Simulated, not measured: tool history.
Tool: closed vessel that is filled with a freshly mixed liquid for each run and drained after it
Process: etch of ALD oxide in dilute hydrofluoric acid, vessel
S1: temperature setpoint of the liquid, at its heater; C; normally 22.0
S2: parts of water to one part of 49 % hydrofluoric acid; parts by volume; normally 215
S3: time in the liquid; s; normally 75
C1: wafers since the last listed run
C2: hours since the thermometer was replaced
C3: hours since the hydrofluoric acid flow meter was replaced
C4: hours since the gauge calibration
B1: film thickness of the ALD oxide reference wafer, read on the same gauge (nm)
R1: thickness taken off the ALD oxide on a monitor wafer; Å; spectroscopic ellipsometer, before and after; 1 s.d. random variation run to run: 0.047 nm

run,hour,S1,S2,S3,C1,C2,C3,C4,B1,R1
1,0.0,22.0,280,75,0,196.8,585.0,732.2,139.98,64.7
2,33.1,22.0,280,75,3364,229.9,618.1,765.3,139.99,65.6
3,94.4,22.0,280,75,6230,291.2,679.4,826.6,140.00,65.0
4,145.0,22.0,215,75,5143,341.8,730.0,877.2,140.04,90.8
5,205.1,22.0,215,75,6108,401.9,790.1,937.3,140.01,90.0
6,264.3,22.0,215,75,6017,461.1,849.3,996.5,139.99,90.5
7,328.9,22.0,215,75,6566,525.7,913.9,1061.1,140.01,90.5
8,511.6,22.0,215,50,18570,708.4,1096.6,1243.8,139.99,60.1
9,552.8,22.0,215,50,4187,749.6,1137.8,1285.0,140.01,59.5
10,577.2,22.0,215,75,2480,774.0,1162.2,1309.4,139.99,89.7
11,623.8,22.0,215,75,4736,820.6,1208.8,1356.0,139.95,89.5
12,666.0,19.5,215,75,4289,862.8,1251.0,1398.2,140.00,80.9
13,700.7,22.0,295,60,3527,897.5,1285.7,1432.9,140.02,48.1
14,728.1,22.0,215,75,2785,924.9,1313.1,1460.3,140.01,89.3
15,798.0,22.0,215,75,7105,994.8,1383.0,1530.2,140.00,89.5
16,852.1,22.0,215,75,5499,1048.9,1437.1,1584.3,139.99,89.5
# hour 854.0: thermometer replaced
17,916.2,17.0,265,90,6413,62.2,1501.2,1648.4,139.98,69.0
18,964.3,20.5,115,60,4889,110.3,1549.3,1696.5,140.00,140.4
19,999.4,20.5,115,60,3567,145.4,1584.4,1731.6,140.00,140.7
20,1064.4,18.5,290,40,6607,210.4,1649.4,1796.6,140.01,28.5
21,1125.1,22.0,215,30,6169,271.1,1710.1,1857.3,139.96,35.2
22,1181.4,22.0,215,75,5722,327.4,1766.4,1913.6,139.98,88.7
# hour 1201.1: gauge calibrated
23,1251.0,22.0,215,105,7074,397.0,1836.0,49.9,139.99,122.0
24,1335.8,24.5,215,75,8619,481.8,1920.8,134.7,139.98,96.6
# hour 1358.2: hydrofluoric acid flow meter replaced
25,1544.1,22.0,215,75,21071,690.1,185.9,343.0,139.97,91.3
26,1581.7,22.0,215,75,3821,727.7,223.5,380.6,139.99,91.1
27,1620.6,25.5,160,35,3954,766.6,262.4,419.5,139.98,69.1
28,1682.5,22.0,215,75,6291,828.5,324.3,481.4,140.01,90.5
29,1734.6,22.0,215,90,5295,880.6,376.4,533.5,140.00,109.3
30,1769.0,19.0,215,75,3496,915.0,410.8,567.9,140.05,80.2
31,1806.6,26.5,215,30,3821,952.6,448.4,605.5,139.98,42.2
# hour 1819.0: thermometer replaced
32,1840.8,22.0,280,75,3374,21.8,482.6,639.7,140.03,64.4
33,1894.4,20.0,270,75,5448,75.4,536.2,693.3,140.00,63.2

Some steps in R1, run to run, broken into two amounts with sign: the step expected even without the hidden condition (settings, incoming material, random variation), and the rest, left for the hidden condition together with whatever gauge scatter is not in both the measured and the hidden-condition-free result:
Hidden conditions of the tool in this case: liquid hotter than its thermometer reads (K); hydrofluoric acid flow below the setpoint (%); gauge reads high (%).
Run 17 -> 18: S1 17.0 -> 20.5, S2 265 -> 115, S3 90 -> 60. R1 +71.4 Å: hidden state -2.5, all else +73.9.
Run 19 -> 20: S1 20.5 -> 18.5, S2 115 -> 290, S3 60 -> 40. R1 -112.2 Å: hidden state +4.1, all else -116.3.
Run 21 -> 22: S3 30 -> 75. R1 +53.5 Å: hidden state -2.5, all else +56.0.
Run 24 -> 25: S1 24.5 -> 22.0, hydrofluoric acid flow meter replaced. R1 -5.3 Å: hidden state +3.5, all else -8.8.

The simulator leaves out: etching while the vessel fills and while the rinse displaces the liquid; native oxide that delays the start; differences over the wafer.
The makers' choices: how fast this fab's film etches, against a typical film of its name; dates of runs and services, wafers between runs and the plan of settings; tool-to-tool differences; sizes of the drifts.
